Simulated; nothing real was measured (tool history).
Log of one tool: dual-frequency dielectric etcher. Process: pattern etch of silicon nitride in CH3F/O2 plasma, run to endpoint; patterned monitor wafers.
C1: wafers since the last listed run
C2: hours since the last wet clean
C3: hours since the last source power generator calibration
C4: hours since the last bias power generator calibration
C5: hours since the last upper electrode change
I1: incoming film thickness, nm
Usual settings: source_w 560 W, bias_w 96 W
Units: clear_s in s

{"run": 1, "day": 0.0, "source_w": 560, "bias_w": 96, "C1": 0, "C2": 19.9, "C3": 3383.2, "C4": 2648.5, "C5": 835.9, "I1": 99.4, "clear_s": 94.4}
{"run": 2, "day": 1.321, "source_w": 560, "bias_w": 96, "C1": 240, "C2": 51.6, "C3": 3414.9, "C4": 2680.2, "C5": 867.6, "I1": 100.4, "clear_s": 94.6}
{"run": 3, "day": 3.388, "source_w": 560, "bias_w": 111, "C1": 377, "C2": 101.2, "C3": 3464.5, "C4": 2729.8, "C5": 917.2, "I1": 99.9, "clear_s": 88.4}
{"run": 4, "day": 4.667, "source_w": 650, "bias_w": 85, "C1": 233, "C2": 131.9, "C3": 3495.2, "C4": 2760.5, "C5": 947.9, "I1": 99.4, "clear_s": 96.3}
{"run": 5, "day": 7.358, "source_w": 650, "bias_w": 85, "C1": 491, "C2": 196.5, "C3": 3559.8, "C4": 2825.1, "C5": 1012.5, "I1": 100.2, "clear_s": 97.4}
{"run": 6, "day": 8.667, "source_w": 650, "bias_w": 85, "C1": 238, "C2": 227.9, "C3": 3591.2, "C4": 2856.5, "C5": 1043.9, "I1": 99.2, "clear_s": 97.1}
{"run": 7, "day": 11.496, "source_w": 650, "bias_w": 81, "C1": 516, "C2": 295.8, "C3": 3659.1, "C4": 2924.4, "C5": 1111.8, "I1": 101, "clear_s": 101.6}
{"run": 8, "day": 14.5, "source_w": 650, "bias_w": 81, "C1": 548, "C2": 367.9, "C3": 3731.2, "C4": 2996.5, "C5": 1183.9, "I1": 100.2, "clear_s": 101.1}
{"run": 9, "day": 15.938, "source_w": 650, "bias_w": 81, "C1": 262, "C2": 402.4, "C3": 3765.7, "C4": 3031, "C5": 1218.4, "I1": 99.6, "clear_s": 100.5}
{"run": 10, "day": 17.2, "source_w": 560, "bias_w": 108, "C1": 230, "C2": 432.7, "C3": 3796, "C4": 3061.3, "C5": 1248.7, "I1": 100.3, "clear_s": 91.4}
{"run": 11, "day": 18.783, "source_w": 490, "bias_w": 96, "C1": 288, "C2": 470.7, "C3": 3834, "C4": 3099.3, "C5": 1286.7, "I1": 99.8, "clear_s": 99.6}
{"day": 20.467, "done": "wet clean of the chamber"}
{"run": 12, "day": 21.442, "source_w": 490, "bias_w": 96, "C1": 302, "C2": 23.4, "C3": 3897.8, "C4": 3163.1, "C5": 1350.5, "I1": 100, "clear_s": 98}
{"run": 13, "day": 23.846, "source_w": 490, "bias_w": 96, "C1": 438, "C2": 81.1, "C3": 3955.5, "C4": 3220.8, "C5": 1408.2, "I1": 99.3, "clear_s": 97.7}
{"run": 14, "day": 25.942, "source_w": 670, "bias_w": 104, "C1": 382, "C2": 131.4, "C3": 4005.8, "C4": 3271.1, "C5": 1458.5, "I1": 99.4, "clear_s": 88.1}
{"day": 26.362, "done": "source power generator calibrated"}
{"run": 15, "day": 27.858, "source_w": 670, "bias_w": 104, "C1": 319, "C2": 177.4, "C3": 35.9, "C4": 3317.1, "C5": 1504.5, "I1": 99.6, "clear_s": 87.9}
{"run": 16, "day": 28.95, "source_w": 560, "bias_w": 96, "C1": 199, "C2": 203.6, "C3": 62.1, "C4": 3343.3, "C5": 1530.7, "I1": 100.7, "clear_s": 96.8}
{"day": 30.029, "done": "bias power generator calibrated"}
{"run": 17, "day": 31.038, "source_w": 450, "bias_w": 104, "C1": 350, "C2": 253.7, "C3": 112.2, "C4": 24.2, "C5": 1580.8, "I1": 98.3, "clear_s": 93.4}
{"run": 18, "day": 33.217, "source_w": 510, "bias_w": 84, "C1": 397, "C2": 306, "C3": 164.5, "C4": 76.5, "C5": 1633.1, "I1": 100.4, "clear_s": 103.1}
{"run": 19, "day": 35.9, "source_w": 460, "bias_w": 104, "C1": 489, "C2": 370.4, "C3": 228.9, "C4": 140.9, "C5": 1697.5, "I1": 100.7, "clear_s": 96.1}
{"run": 20, "day": 38.55, "source_w": 440, "bias_w": 111, "C1": 483, "C2": 434, "C3": 292.5, "C4": 204.5, "C5": 1761.1, "I1": 99.6, "clear_s": 92.4}
{"day": 40.158, "done": "wet clean of the chamber"}
{"run": 21, "day": 45.525, "source_w": 620, "bias_w": 96, "C1": 1090, "C2": 128.8, "C3": 459.9, "C4": 371.9, "C5": 1928.5, "I1": 100.5, "clear_s": 91.6}
{"run": 22, "day": 47.554, "source_w": 560, "bias_w": 74, "C1": 370, "C2": 177.5, "C3": 508.6, "C4": 420.6, "C5": 1977.2, "I1": 99.8, "clear_s": 105.7}
{"run": 23, "day": 49.654, "source_w": 560, "bias_w": 119, "C1": 383, "C2": 227.9, "C3": 559, "C4": 471, "C5": 2027.6, "I1": 98.7, "clear_s": 83.7}
{"day": 50.733, "done": "upper electrode replaced"}
{"run": 24, "day": 51.483, "source_w": 490, "bias_w": 96, "C1": 151, "C2": 271.8, "C3": 602.9, "C4": 514.9, "C5": 18, "I1": 99.9, "clear_s": 97.1}
{"run": 25, "day": 54.417, "source_w": 560, "bias_w": 96, "C1": 535, "C2": 342.2, "C3": 673.3, "C4": 585.3, "C5": 88.4, "I1": 98.7, "clear_s": 92.9}

The next listed run, before its measurement:
{"run": 26, "day": 55.712, "source_w": 660, "bias_w": 109, "C1": 236, "C2": 373.3, "C3": 704.4, "C4": 616.4, "C5": 119.5, "I1": 100.1, "clear_s": "?"}

{"run 26": {"clear_s": 85.3}}
Without the tool's hidden state the same run would have given clear_s 84.2 s.

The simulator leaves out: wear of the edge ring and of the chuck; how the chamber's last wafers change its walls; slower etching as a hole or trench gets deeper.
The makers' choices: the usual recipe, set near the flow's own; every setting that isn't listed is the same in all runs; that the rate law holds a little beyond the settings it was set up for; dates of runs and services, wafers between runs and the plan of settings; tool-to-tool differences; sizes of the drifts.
